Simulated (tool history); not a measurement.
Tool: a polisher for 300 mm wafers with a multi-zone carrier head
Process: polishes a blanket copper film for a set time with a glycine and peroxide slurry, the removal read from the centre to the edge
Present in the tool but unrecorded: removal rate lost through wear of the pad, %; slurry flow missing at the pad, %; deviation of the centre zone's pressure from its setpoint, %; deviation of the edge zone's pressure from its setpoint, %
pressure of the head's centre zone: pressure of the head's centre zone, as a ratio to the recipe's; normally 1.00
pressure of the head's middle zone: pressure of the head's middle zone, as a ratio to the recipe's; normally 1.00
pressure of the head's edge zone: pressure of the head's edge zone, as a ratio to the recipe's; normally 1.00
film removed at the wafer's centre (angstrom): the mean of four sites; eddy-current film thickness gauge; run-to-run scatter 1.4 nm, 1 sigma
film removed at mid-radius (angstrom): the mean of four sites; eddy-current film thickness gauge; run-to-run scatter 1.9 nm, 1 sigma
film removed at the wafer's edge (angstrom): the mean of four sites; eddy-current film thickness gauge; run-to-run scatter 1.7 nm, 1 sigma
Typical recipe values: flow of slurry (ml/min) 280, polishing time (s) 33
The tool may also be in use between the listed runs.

run    hour  flow of slurry (ml/min)  pressure of the head's centre zone  pressure of the head's middle zone  pressure of the head's edge zone  polishing time (s)  wafers since the last listed run  wafers polished on this pad  hours since the slurry nozzle was cleaned  hours since the centre zone pressure was calibrated  hours since the edge zone pressure was calibrated  hours since the carrier head's membrane was replaced  incoming thickness of the incoming film, nm  film removed at the wafer's centre (angstrom)  film removed at mid-radius (angstrom)  film removed at the wafer's edge (angstrom)
  1     0.0                      220                                1.05                                1.00                              1.00                  33                                 0                          733                                       13.1                                                579.2                                              817.8                                                 109.9                                       1298.5                                           1401                                   1361                                         1338
  2    70.0                      220                                1.05                                1.00                              1.00                  33                               543                         1277                                       83.1                                                649.2                                              887.8                                                 179.9                                       1295.8                                           1379                                   1300                                         1277
  3   123.9                      220                                1.05                                1.00                              1.00                  33                               418                         1696                                      137.0                                                703.1                                              941.7                                                 233.8                                       1312.9                                           1396                                   1312                                         1288
  4   175.6                      280                                1.00                                1.00                              1.00                  33                               401                         2098                                      188.7                                                754.8                                              993.4                                                 285.5                                       1309.2                                           1356                                   1361                                         1337
      188.4  -- worn pad replaced by a new one
  5   206.0                      280                                1.00                                1.00                              1.00                  33                               205                          136                                      219.1                                                785.2                                             1023.8                                                 315.9                                       1309.2                                           1373                                   1364                                         1346
      251.2  -- slurry nozzle cleaned
  6   269.1                      280                                1.00                                1.00                              1.00                  33                               482                          619                                       17.9                                                848.3                                             1086.9                                                 379.0                                       1296.0                                           1365                                   1384                                         1361
  7   320.6                      280                                1.00                                0.92                              1.00                  33                               400                         1019                                       69.4                                                899.8                                             1138.4                                                 430.5                                       1300.3                                           1339                                   1278                                         1335
  8   352.2                      280                                1.00                                0.92                              1.00                  33                               245                         1264                                      101.0                                                931.4                                             1170.0                                                 462.1                                       1314.2                                           1394                                   1254                                         1342
  9   395.6                      280                                1.12                                1.00                              1.00                  42                               337                         1601                                      144.4                                                974.8                                             1213.4                                                 505.5                                       1296.9                                           1954                                   1713                                         1656
      418.9  -- carrier head's membrane replaced by a new one
 10   467.0                      225                                1.00                                0.95                              1.00                  41                               515                         2117                                      215.8                                               1046.2                                             1284.8                                                  48.1                                       1307.5                                           1659                                   1589                                         1615
 11   502.0                      325                                1.04                                1.00                              1.04                  23                               271                         2389                                      250.8                                               1081.2                                             1319.8                                                  83.1                                       1294.6                                           1013                                    926                                          969
      510.7  -- edge zone pressure recalibrated
      513.5  -- worn pad replaced by a new one
      558.6  -- centre zone pressure recalibrated
 12   559.1                      250                                1.00                                1.06                              1.00                  33                               390                          338                                      307.9                                                  0.5                                               48.4                                                 140.2                                       1303.8                                           1356                                   1377                                         1320
      575.9  -- slurry nozzle cleaned
 13   615.7                      310                                1.08                                1.00                              1.00                  37                               431                          770                                       39.8                                                 57.1                                              105.0                                                 196.8                                       1275.3                                           1671                                   1539                                         1520
 14   683.7                      325                                1.00                                1.00                              1.00                  33                               528                         1298                                      107.8                                                125.1                                              173.0                                                 264.8                                       1296.2                                           1401                                   1353                                         1325
 15   721.1                      280                                1.00                                1.00                              1.00                  33                               290                         1589                                      145.2                                                162.5                                              210.4                                                 302.2                                       1298.1                                           1347                                   1358                                         1349
 16   764.2                      280                                1.00                                1.00                              1.00                  45                               334                         1924                                      188.3                                                205.6                                              253.5                                                 345.3                                       1282.5                                           1848                                   1845                                         1875
      802.1  -- worn pad replaced by a new one
      820.5  -- slurry nozzle cleaned
 17   832.1                      280                                1.00                                0.90                              1.05                  29                               488                          225                                       11.6                                                273.5                                              321.4                                                 413.2                                       1305.9                                           1199                                   1068                                         1207
 18   856.8                      280                                1.00                                0.92                              0.89                  33                               191                          417                                       36.3                                                298.2                                              346.1                                                 437.9                                       1306.8                                           1366                                   1235                                         1280
 19   890.6                      195                                0.92                                1.00                              1.00                  33                               262                          680                                       70.1                                                332.0                                              379.9                                                 471.7                                       1273.3                                           1201                                   1269                                         1295
      947.7  -- carrier head's membrane replaced by a new one
 20  1035.8                      325                                1.04                                1.00                              1.04                  23                              1089                         1769                                      215.3                                                477.2                                              525.1                                                  88.1                                       1284.3                                            998                                    977                                          963
     1075.0  -- worn pad replaced by a new one
 21  1075.5                      280                                1.00                                1.00                              1.00                  33                               277                            3                                      255.0                                                516.9                                              564.8                                                 127.8                                       1287.3                                           1381                                   1381                                         1331
     1078.6  -- slurry nozzle cleaned
 22  1117.3                      255                                0.94                                1.00                              1.00                  26                               316                          320                                       38.7                                                558.7                                              606.6                                                 169.6                                       1286.5                                            996                                   1049                                         1046

What if the next run were any one of these 4? Each begins from the tool's condition after run 22:
  A  1117.7                      280                                1.00                                1.00                              1.00                  33                                 3                          323                                       39.1                                                559.1                                              607.0                                                 170.0                                       1293.2                                              ?                                      ?                                            ?
  B  1117.7                      240                                1.00                                1.00                              1.07                  45                                 3                          323                                       39.1                                                559.1                                              607.0                                                 170.0                                       1293.2                                              ?                                      ?                                            ?
  C  1117.7                      325                                1.00                                0.94                              1.09                  36                                 3                          323                                       39.1                                                559.1                                              607.0                                                 170.0                                       1293.2                                              ?                                      ?                                            ?
  D  1117.7                      210                                0.93                                1.05                              1.00                  33                                 3                          323                                       39.1                                                559.1                                              607.0                                                 170.0                                       1293.2                                              ?                                      ?                                            ?

run  film removed at the wafer's centre (angstrom)  film removed at mid-radius (angstrom)  film removed at the wafer's edge (angstrom)
  A                                           1366                                   1376                                         1303
  B                                           1830                                   1847                                         1815
  C                                           1512                                   1444                                         1500
  D                                           1226                                   1390                                         1272
The same runs, with their run-to-run variation unchanged, on a tool lacking any hidden condition would have given:
run  film removed at the wafer's centre (angstrom)  film removed at mid-radius (angstrom)  film removed at the wafer's edge (angstrom)
  A                                           1366                                   1376                                         1303
  B                                           1830                                   1847                                         1815
  C                                           1512                                   1444                                         1500
  D                                           1226                                   1390                                         1272
